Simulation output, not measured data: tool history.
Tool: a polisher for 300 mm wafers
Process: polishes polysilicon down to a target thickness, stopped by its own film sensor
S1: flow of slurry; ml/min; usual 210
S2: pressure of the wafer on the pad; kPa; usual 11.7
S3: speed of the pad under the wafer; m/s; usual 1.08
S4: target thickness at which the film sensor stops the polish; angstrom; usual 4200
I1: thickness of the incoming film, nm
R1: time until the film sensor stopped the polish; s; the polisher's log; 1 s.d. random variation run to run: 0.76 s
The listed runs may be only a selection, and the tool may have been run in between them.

{"run": 1, "hour": 0.0, "S1": 245, "S2": 11.7, "S3": 1.08, "S4": 4200, "I1": 920.7, "R1": 78.3}
{"hour": 77.0, "done": "head pressure recalibrated"}
{"run": 2, "hour": 92.7, "S1": 245, "S2": 11.7, "S3": 1.08, "S4": 4200, "I1": 909.3, "R1": 73.5}
{"run": 3, "hour": 181.4, "S1": 210, "S2": 11.7, "S3": 1.08, "S4": 4200, "I1": 923.0, "R1": 78.2}
{"hour": 207.4, "done": "worn pad replaced by a new one"}
{"hour": 211.9, "done": "slurry nozzle cleaned"}
{"run": 4, "hour": 271.7, "S1": 210, "S2": 11.7, "S3": 1.08, "S4": 4200, "I1": 917.5, "R1": 79.2}
{"run": 5, "hour": 370.8, "S1": 210, "S2": 11.7, "S3": 1.08, "S4": 4200, "I1": 908.5, "R1": 75.7}
{"run": 6, "hour": 417.4, "S1": 210, "S2": 11.7, "S3": 1.08, "S4": 4200, "I1": 934.1, "R1": 79.8}
{"run": 7, "hour": 454.6, "S1": 210, "S2": 11.7, "S3": 1.08, "S4": 4200, "I1": 920.2, "R1": 79.2}
{"run": 8, "hour": 543.1, "S1": 185, "S2": 11.7, "S3": 1.08, "S4": 4200, "I1": 930.8, "R1": 83.4}
{"run": 9, "hour": 596.0, "S1": 185, "S2": 11.7, "S3": 1.08, "S4": 4200, "I1": 913.3, "R1": 78.8}
{"hour": 612.4, "done": "worn pad replaced by a new one"}
{"run": 10, "hour": 661.5, "S1": 210, "S2": 11.7, "S3": 1.08, "S4": 4200, "I1": 921.6, "R1": 80.1}
{"run": 11, "hour": 727.7, "S1": 210, "S2": 11.7, "S3": 1.08, "S4": 4200, "I1": 922.8, "R1": 79.5}
{"run": 12, "hour": 771.2, "S1": 210, "S2": 11.7, "S3": 1.08, "S4": 4200, "I1": 911.3, "R1": 78.2}
{"hour": 789.8, "done": "head pressure recalibrated"}
{"run": 13, "hour": 846.8, "S1": 210, "S2": 11.7, "S3": 1.08, "S4": 4200, "I1": 930.9, "R1": 83.6}
{"hour": 910.0, "done": "slurry nozzle cleaned"}
{"run": 14, "hour": 929.1, "S1": 210, "S2": 11.7, "S3": 0.98, "S4": 4200, "I1": 922.2, "R1": 92.0}
{"run": 15, "hour": 990.1, "S1": 210, "S2": 11.7, "S3": 1.08, "S4": 4200, "I1": 913.6, "R1": 83.6}
{"hour": 998.7, "done": "worn pad replaced by a new one"}
{"run": 16, "hour": 1039.0, "S1": 270, "S2": 10.3, "S3": 1.08, "S4": 4200, "I1": 919.1, "R1": 87.7}
{"run": 17, "hour": 1146.3, "S1": 210, "S2": 11.7, "S3": 1.42, "S4": 4200, "I1": 916.9, "R1": 65.0}
{"hour": 1154.9, "done": "head pressure recalibrated, repeated, since the last time left the tool worse"}
{"run": 18, "hour": 1218.2, "S1": 175, "S2": 9.7, "S3": 1.08, "S4": 2900, "I1": 935.3, "R1": 113.4}
{"run": 19, "hour": 1322.4, "S1": 210, "S2": 15.2, "S3": 1.08, "S4": 4200, "I1": 926.8, "R1": 66.9}
{"run": 20, "hour": 1363.4, "S1": 265, "S2": 11.7, "S3": 0.9, "S4": 3370, "I1": 910.7, "R1": 104.1}
{"hour": 1402.5, "done": "worn pad replaced by a new one"}
{"run": 21, "hour": 1430.5, "S1": 210, "S2": 11.7, "S3": 1.08, "S4": 4200, "I1": 932.0, "R1": 81.3}
{"hour": 1470.8, "done": "slurry nozzle cleaned"}
{"run": 22, "hour": 1471.5, "S1": 150, "S2": 11.7, "S3": 1.08, "S4": 3390, "I1": 932.7, "R1": 96.9}
{"run": 23, "hour": 1574.8, "S1": 210, "S2": 11.7, "S3": 1.08, "S4": 4200, "I1": 918.1, "R1": 79.3}
{"run": 24, "hour": 1616.0, "S1": 210, "S2": 15.9, "S3": 1.08, "S4": 4200, "I1": 911.0, "R1": 64.8}
{"run": 25, "hour": 1657.9, "S1": 210, "S2": 11.7, "S3": 1.42, "S4": 4200, "I1": 917.3, "R1": 61.5}
{"hour": 1730.6, "done": "worn pad replaced by a new one"}
{"run": 26, "hour": 1734.5, "S1": 210, "S2": 9.7, "S3": 1.4, "S4": 4200, "I1": 913.4, "R1": 68.7}
{"run": 27, "hour": 1781.0, "S1": 230, "S2": 8.3, "S3": 0.96, "S4": 4200, "I1": 920.5, "R1": 108.7}

3 ways to go on from here, each from the tool as it stands after run 27. What would each give?
{"run": "A", "hour": 1781.4, "S1": 210, "S2": 11.7, "S3": 1.08, "S4": 4200, "I1": 918.1, "R1": "?"}
{"run": "B", "hour": 1781.4, "S1": 210, "S2": 11.7, "S3": 1.08, "S4": 4730, "I1": 918.1, "R1": "?"}
{"run": "C", "hour": 1781.4, "S1": 210, "S2": 11.7, "S3": 1.46, "S4": 4200, "I1": 918.1, "R1": "?"}

run=A R1=79.7
run=B R1=71.2
run=C R1=59.7
What these runs would have given with no unlogged condition in the tool:
run=A R1=76.6
run=B R1=68.4
run=C R1=57.3
